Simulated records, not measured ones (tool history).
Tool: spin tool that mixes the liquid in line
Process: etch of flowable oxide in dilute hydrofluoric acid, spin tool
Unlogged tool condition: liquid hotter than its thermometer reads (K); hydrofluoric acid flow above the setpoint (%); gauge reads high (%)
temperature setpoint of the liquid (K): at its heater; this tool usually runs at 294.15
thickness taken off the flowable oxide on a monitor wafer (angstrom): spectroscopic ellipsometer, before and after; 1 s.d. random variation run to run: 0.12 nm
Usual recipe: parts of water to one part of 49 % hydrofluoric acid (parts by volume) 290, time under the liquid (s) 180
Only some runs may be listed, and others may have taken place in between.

run   hour  temperature setpoint of the liquid (K)  parts of water to one part of 49 % hydrofluoric acid (parts by volume)  time under the liquid (s)  wafers since the last listed run  hours since the thermometer was replaced  hours since the hydrofluoric acid flow meter was replaced  hours since the gauge calibration  read-back film thickness of the flowable oxide reference wafer, read on the same gauge (nm)  thickness taken off the flowable oxide on a monitor wafer (angstrom)
  1    0.0                                  294.15                                                                     290                        180                                 0                                    2287.1                                                     1343.4                              441.2                                                                                       120.06                                                                 229.4
  2   31.9                                  294.15                                                                     290                        180                               174                                    2319.0                                                     1375.3                              473.1                                                                                       120.01                                                                 229.4
  3   51.7                                  294.15                                                                     290                        180                               108                                    2338.8                                                     1395.1                              492.9                                                                                       119.98                                                                 227.6
  4   86.3                                  294.15                                                                     290                        180                               189                                    2373.4                                                     1429.7                              527.5                                                                                       119.98                                                                 231.8
  5  111.3                                  294.15                                                                     290                        180                               136                                    2398.4                                                     1454.7                              552.5                                                                                       119.98                                                                 234.0
  6  126.1                                  291.65                                                                     290                        180                                80                                    2413.2                                                     1469.5                              567.3                                                                                       120.04                                                                 209.7
  7  161.6                                  294.15                                                                     290                        180                               194                                    2448.7                                                     1505.0                              602.8                                                                                       119.97                                                                 231.1
  8  174.5                                  294.15                                                                     290                        180                                70                                    2461.6                                                     1517.9                              615.7                                                                                       119.94                                                                 233.1
     180.0  -- hydrofluoric acid flow meter replaced
  9  201.0                                  294.15                                                                     290                        180                               139                                    2488.1                                                       21.0                              642.2                                                                                       120.01                                                                 204.5
     230.0  -- thermometer replaced
 10  233.7                                  294.15                                                                     260                        180                               173                                       3.7                                                       53.7                              674.9                                                                                       120.03                                                                 235.9
     244.4  -- gauge calibrated
 11  264.4                                  294.15                                                                     260                        180                               167                                      34.4                                                       84.4                               20.0                                                                                       120.04                                                                 235.7
 12  291.6                                  299.15                                                                     180                        275                               148                                      61.6                                                      111.6                               47.2                                                                                       119.96                                                                 678.3
 13  308.7                                  294.15                                                                     290                        180                                93                                      78.7                                                      128.7                               64.3                                                                                       120.02                                                                 207.3
 14  321.2                                  294.15                                                                     290                        180                                68                                      91.2                                                      141.2                               76.8                                                                                       120.00                                                                 208.3
 15  344.0                                  294.15                                                                     290                        180                               124                                     114.0                                                      164.0                               99.6                                                                                       119.98                                                                 207.3
 16  412.7                                  292.15                                                                     210                        270                               375                                     182.7                                                      232.7                              168.3                                                                                       120.04                                                                 431.1
 17  439.8                                  292.65                                                                     180                        110                               148                                     209.8                                                      259.8                              195.4                                                                                       120.00                                                                 216.5
 18  471.3                                  294.15                                                                     165                        180                               172                                     241.3                                                      291.3                              226.9                                                                                       120.01                                                                 411.4
 19  507.3                                  299.15                                                                     395                        115                               196                                     277.3                                                      327.3                              262.9                                                                                       120.04                                                                 106.6
 20  520.3                                  296.15                                                                     360                        180                                71                                     290.3                                                      340.3                              275.9                                                                                       120.01                                                                 170.7
 21  551.1                                  292.15                                                                     380                        180                               168                                     321.1                                                      371.1                              306.7                                                                                       119.95                                                                 138.6
 22  573.2                                  291.65                                                                     400                        180                               120                                     343.2                                                      393.2                              328.8                                                                                       119.97                                                                 129.4

A few steps of thickness taken off the flowable oxide on a monitor wafer (angstrom) between consecutive runs. Split each: what settings, incoming material and random variation would produce without the hidden state, and what is left over for the hidden state, along with gauge scatter present in only one of the two compared results (measured, and without hidden state):
Run 8 -> 9: hydrofluoric acid flow meter replaced. thickness taken off the flowable oxide on a monitor wafer (angstrom) -28.6: hidden state -27.3, all else -1.3.
Run 11 -> 12: temperature setpoint of the liquid (K) 294.15 -> 299.15, parts of water to one part of 49 % hydrofluoric acid (parts by volume) 260 -> 180, time under the liquid (s) 180 -> 275. thickness taken off the flowable oxide on a monitor wafer (angstrom) +442.6: hidden state +12.1, all else +430.5.
Run 12 -> 13: temperature setpoint of the liquid (K) 299.15 -> 294.15, parts of water to one part of 49 % hydrofluoric acid (parts by volume) 180 -> 290, time under the liquid (s) 275 -> 180. thickness taken off the flowable oxide on a monitor wafer (angstrom) -471.0: hidden state -11.9, all else -459.1.
